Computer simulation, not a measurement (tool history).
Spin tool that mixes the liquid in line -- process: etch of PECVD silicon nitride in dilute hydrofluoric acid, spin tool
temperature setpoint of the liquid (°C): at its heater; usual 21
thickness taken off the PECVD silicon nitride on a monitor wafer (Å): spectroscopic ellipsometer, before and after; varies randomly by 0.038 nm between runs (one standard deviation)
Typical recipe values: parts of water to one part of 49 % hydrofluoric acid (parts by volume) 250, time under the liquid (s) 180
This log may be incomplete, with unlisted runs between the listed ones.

run    hour  temperature setpoint of the liquid (°C)  parts of water to one part of 49 % hydrofluoric acid (parts by volume)  time under the liquid (s)  wafers since the last listed run  hours since the thermometer was replaced  hours since the hydrofluoric acid flow meter was replaced  hours since the gauge calibration  read-back film thickness of the PECVD silicon nitride reference wafer, read on the same gauge (nm)  thickness taken off the PECVD silicon nitride on a monitor wafer (Å)
  1       0                                     19.5                                                                     250                        125                                 0                                     503.7                                                       38.7                             2179.9                                                                                              90.003                                                                 13.71
  2    77.7                                     19.5                                                                     250                        125                               731                                     581.4                                                      116.4                             2257.6                                                                                              89.942                                                                 13.81
  3   158.2                                       21                                                                     250                        180                               758                                     661.9                                                      196.9                             2338.1                                                                                              89.961                                                                 21.36
  4   207.7                                       21                                                                     250                        180                               466                                     711.4                                                      246.4                             2387.6                                                                                              89.979                                                                 21.77
  5   314.4                                       21                                                                     250                        180                              1005                                     818.1                                                      353.1                             2494.3                                                                                              90.064                                                                 22.63
      346.2  -- gauge calibrated
      364.6  -- thermometer replaced
  6   387.7                                     23.5                                                                     250                        180                               681                                      23.1                                                      426.4                               41.5                                                                                               89.98                                                                 26.26
  7   436.4                                     23.5                                                                     250                        180                               458                                      71.8                                                      475.1                               90.2                                                                                               89.99                                                                 26.39
  8   497.7                                       21                                                                     250                        180                               577                                     133.1                                                      536.4                              151.5                                                                                              90.035                                                                 22.91
      589.6  -- hydrofluoric acid flow meter replaced, repeated, since the last time left the tool worse
  9   712.3                                       21                                                                     250                        180                              2012                                     347.7                                                      122.7                              366.1                                                                                                  90                                                                 20.24
 10   794.3                                       21                                                                     250                        220                               772                                     429.7                                                      204.7                              448.1                                                                                              89.965                                                                 23.83
 11   894.7                                       21                                                                     250                        180                               945                                     530.1                                                      305.1                              548.5                                                                                              89.989                                                                 19.73
 12   953.6                                       21                                                                     285                         95                               554                                       589                                                        364                              607.4                                                                                              90.016                                                                  9.44
 13   992.2                                       17                                                                     305                        220                               363                                     627.6                                                      402.6                                646                                                                                              90.003                                                                 16.09
 14  1087.5                                     25.5                                                                     250                        210                               897                                     722.9                                                      497.9                              741.3                                                                                              90.016                                                                 32.59
 15  1167.5                                       21                                                                     250                        180                               753                                     802.9                                                      577.9                              821.3                                                                                              89.984                                                                 20.75
       1198  -- thermometer replaced
 16  1211.3                                     18.5                                                                     210                        180                               403                                      13.3                                                      621.7                              865.1                                                                                              90.001                                                                 20.23
 17  1304.5                                       21                                                                     250                        180                               878                                     106.5                                                      714.9                              958.3                                                                                              90.033                                                                 21.01
 18  1384.8                                       21                                                                     140                         75                               756                                     186.8                                                      795.2                             1038.6                                                                                              89.999                                                                 14.99
 19  1422.4                                     17.5                                                                     335                        105                               354                                     224.4                                                      832.8                             1076.2                                                                                              90.012                                                                  7.49
     1434.6  -- hydrofluoric acid flow meter replaced
 20  1458.9                                     25.5                                                                     205                        140                               334                                     260.9                                                       24.3                             1112.7                                                                                              90.002                                                                 24.32
 21  1542.9                                       21                                                                     250                        275                               791                                     344.9                                                      108.3                             1196.7                                                                                              90.023                                                                 30.17
 22  1593.7                                       21                                                                     130                        180                               478                                     395.7                                                      159.1                             1247.5                                                                                              89.988                                                                 37.17
 23  1788.7                                     23.5                                                                     340                        265                              1837                                     590.7                                                      354.1                             1442.5                                                                                              90.002                                                                 25.38
 24    1833                                       21                                                                     250                        180                               417                                       635                                                      398.4                             1486.8                                                                                              89.981                                                                 21.11
 25  1923.5                                     24.5                                                                     365                        285                               852                                     725.5                                                      488.9                             1577.3                                                                                              90.014                                                                  28.4
 26    1965                                       23                                                                     155                         80                               390                                       767                                                      530.4                             1618.8                                                                                              90.019                                                                 16.94
     1994.5  -- thermometer replaced
 27  2013.2                                       26                                                                     290                        215                               444                                      18.7                                                      578.6                               1667                                                                                              90.013                                                                  28.7
 28  2083.8                                       24                                                                     315                        260                               665                                      89.3                                                      649.2                             1737.6                                                                                              89.996                                                                  29.6
     2135.2  -- hydrofluoric acid flow meter replaced
 29  2147.3                                       17                                                                     250                        180                               588                                     152.8                                                       12.1                             1801.1                                                                                              89.998                                                                 15.42
 30  2216.3                                       21                                                                     250                        100                               650                                     221.8                                                       81.1                             1870.1                                                                                              90.022                                                                 11.06
 31  2302.2                                       21                                                                     250                        145                               809                                     307.7                                                        167                               1956                                                                                              89.989                                                                 15.59

Each row is a separate what-if for the run after 31, all from the same tool condition, not one after another. Results?
  A  2302.7                                       21                                                                     250                        180                                 4                                     308.2                                                      167.5                             1956.5                                                                                                   ?                                                                     ?
  B  2302.7                                     22.5                                                                     345                        180                                 4                                     308.2                                                      167.5                             1956.5                                                                                                   ?                                                                     ?
  C  2302.7                                     24.5                                                                     215                         90                                 4                                     308.2                                                      167.5                             1956.5                                                                                                   ?                                                                     ?
  D  2302.7                                       25                                                                     285                        250                                 4                                     308.2                                                      167.5                             1956.5                                                                                                   ?                                                                     ?
  E  2302.7                                       17                                                                     370                        180                                 4                                     308.2                                                      167.5                             1956.5                                                                                                   ?                                                                     ?

run  read-back film thickness of the PECVD silicon nitride reference wafer, read on the same gauge (nm)  thickness taken off the PECVD silicon nitride on a monitor wafer (Å)
  A                                                                                              90.041                                                                 20.19
  B                                                                                              90.041                                                                 16.19
  C                                                                                              90.041                                                                 14.61
  D                                                                                              90.041                                                                 31.63
  E                                                                                              90.041                                                                 10.72
Take away the tool's hidden state, keep each run's random variation, and the runs would have read:
run  thickness taken off the PECVD silicon nitride on a monitor wafer (Å)
  A                                                                 19.88
  B                                                                 15.94
  C                                                                 14.39
  D                                                                 31.14
  E                                                                 10.56
